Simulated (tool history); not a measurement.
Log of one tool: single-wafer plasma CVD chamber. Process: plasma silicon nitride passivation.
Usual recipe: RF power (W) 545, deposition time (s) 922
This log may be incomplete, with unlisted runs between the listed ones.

run    hour  RF power (W)  deposition time (s)  wafers since the last listed run  hours since the last RF generator calibration  hours since the showerhead was replaced  hours since the gauge calibration  read-back reference wafer on the same gauge, thickness_nm  mean film thickness on the monitor wafer (nm)
  1       0           545                  922                                 0                                          158.9                                   2145.2                              593.6                                                   1479.741                                       1497.513
  2    41.1           545                  995                                90                                            200                                   2186.3                              634.7                                                   1479.775                                       1614.288
  3    71.5           545                  995                                67                                          230.4                                   2216.7                              665.1                                                   1479.658                                       1627.893
  4   135.5           545                  995                               141                                          294.4                                   2280.7                              729.1                                                   1479.808                                       1610.893
  5   162.3           545                  922                                59                                          321.2                                   2307.5                              755.9                                                    1479.74                                       1486.629
  6   212.9           465                  789                               111                                          371.8                                   2358.1                              806.5                                                   1480.006                                       1222.607
  7   241.7           545                  922                                63                                          400.6                                   2386.9                              835.3                                                   1480.296                                       1494.113
  8   305.7           520                  922                               141                                          464.6                                   2450.9                              899.3                                                   1480.548                                       1475.605
  9     336           545                  922                                66                                          494.9                                   2481.2                              929.6                                                   1479.811                                        1499.35
 10   377.6           545                  815                                91                                          536.5                                   2522.8                              971.2                                                   1480.285                                       1317.607
 11   433.7           545                  817                               123                                          592.6                                   2578.9                             1027.3                                                    1479.58                                       1320.329
 12   471.5           545                  817                                83                                          630.4                                   2616.7                             1065.1                                                   1479.714                                       1323.581
 13   524.6           545                  817                               117                                          683.5                                   2669.8                             1118.2                                                   1479.809                                       1319.186
 14   580.2           545                  922                               122                                          739.1                                   2725.4                             1173.8                                                   1479.353                                       1484.765
 15     644           545                  922                               140                                          802.9                                   2789.2                             1237.6                                                   1480.057                                       1484.483
 16   671.9           605                  922                                61                                          830.8                                   2817.1                             1265.5                                                   1478.946                                        1531.11
 17   738.1           605                  922                               146                                            897                                   2883.3                             1331.7                                                   1480.142                                       1532.251
 18   791.7           605                  922                               118                                          950.6                                   2936.9                             1385.3                                                   1479.936                                        1527.74
 19   816.7           545                  959                                55                                          975.6                                   2961.9                             1410.3                                                   1478.565                                       1537.515
 20   843.7           545                  922                                59                                         1002.6                                   2988.9                             1437.3                                                   1479.586                                       1479.461
 21   896.7           545                  922                               116                                         1055.6                                   3041.9                             1490.3                                                   1481.047                                       1484.082
 22   925.3           545                  922                                63                                         1084.2                                   3070.5                             1518.9                                                    1481.15                                       1485.217
 23   971.5           460                  922                               101                                         1130.4                                   3116.7                             1565.1                                                   1479.233                                       1407.631
     1079.7  -- showerhead replaced
 24  1111.4           510                 1056                               290                                         1270.3                                     31.7                               1705                                                   1480.715                                        1666.32
 25  1317.9           640                  782                               455                                         1476.8                                    238.2                             1911.5                                                   1479.964                                       1319.642
     1341.8  -- gauge calibrated
 26  1363.6           590                  796                               100                                         1522.5                                    283.9                               21.8                                                   1479.147                                       1316.443
 27  1403.5           545                  995                                88                                         1562.4                                    323.8                               61.7                                                   1479.534                                       1599.356
     1452.5  -- RF generator calibrated
 28    1453           490                 1064                                91                                            0.5                                    373.3                              111.2                                                   1479.896                                       1689.098
 29  1478.8           470                 1069                                56                                           26.3                                    399.1                                137                                                   1479.775                                       1674.819
 30  1538.4           480                 1017                               131                                           85.9                                    458.7                              196.6                                                   1479.865                                       1602.816
 31  1578.7           595                 1037                                88                                          126.2                                      499                              236.9                                                    1480.94                                       1735.681
 32  1612.7           595                 1034                                74                                          160.2                                      533                              270.9                                                   1480.437                                       1724.273
 33  1641.5           610                  922                                63                                            189                                    561.8                              299.7                                                   1480.437                                       1548.585
 34  1710.8           440                 1073                               152                                          258.3                                    631.1                                369                                                   1481.435                                       1627.304
 35  1770.4           605                  922                               131                                          317.9                                    690.7                              428.6                                                    1479.19                                       1538.809
 36  1967.4           545                  922                               434                                          514.9                                    887.7                              625.6                                                   1481.435                                        1488.82
 37  2027.4           620                 1080                               132                                          574.9                                    947.7                              685.6                                                   1480.326                                       1815.515
 38  2100.4           465                  787                               161                                          647.9                                   1020.7                              758.6                                                   1480.427                                       1210.798
 39  2146.3           515                  800                               101                                          693.8                                   1066.6                              804.5                                                   1480.349                                       1268.983
 40  2199.6           510                  974                               117                                          747.1                                   1119.9                              857.8                                                   1480.055                                       1536.218
 41  2238.1           580                  767                                84                                          785.6                                   1158.4                              896.3                                                   1478.907                                       1257.738
 42  2280.5           545                 1010                                93                                            828                                   1200.8                              938.7                                                   1480.464                                        1628.37

Forecast each of these 5 alternatives for the next run:
  A  2281.2           445                  922                                 1                                          828.7                                   1201.5                              939.4                                                          ?                                              ?
  B  2281.2           460                  816                                 1                                          828.7                                   1201.5                              939.4                                                          ?                                              ?
  C  2281.2           475                  751                                 1                                          828.7                                   1201.5                              939.4                                                          ?                                              ?
  D  2281.2           450                  922                                 1                                          828.7                                   1201.5                              939.4                                                          ?                                              ?
  E  2281.2           630                  862                                 1                                          828.7                                   1201.5                              939.4                                                          ?                                              ?

run  read-back reference wafer on the same gauge, thickness_nm  mean film thickness on the monitor wafer (nm)
  A                                                   1480.708                                       1398.931
  B                                                   1480.708                                       1250.332
  C                                                   1480.708                                       1161.741
  D                                                   1480.708                                       1403.573
  E                                                   1480.708                                       1450.174
With no hidden state in the tool, these same runs would have given:
run  mean film thickness on the monitor wafer (nm)
  A                                        1422.62
  B                                       1271.505
  C                                       1181.414
  D                                       1427.341
  E                                       1474.732
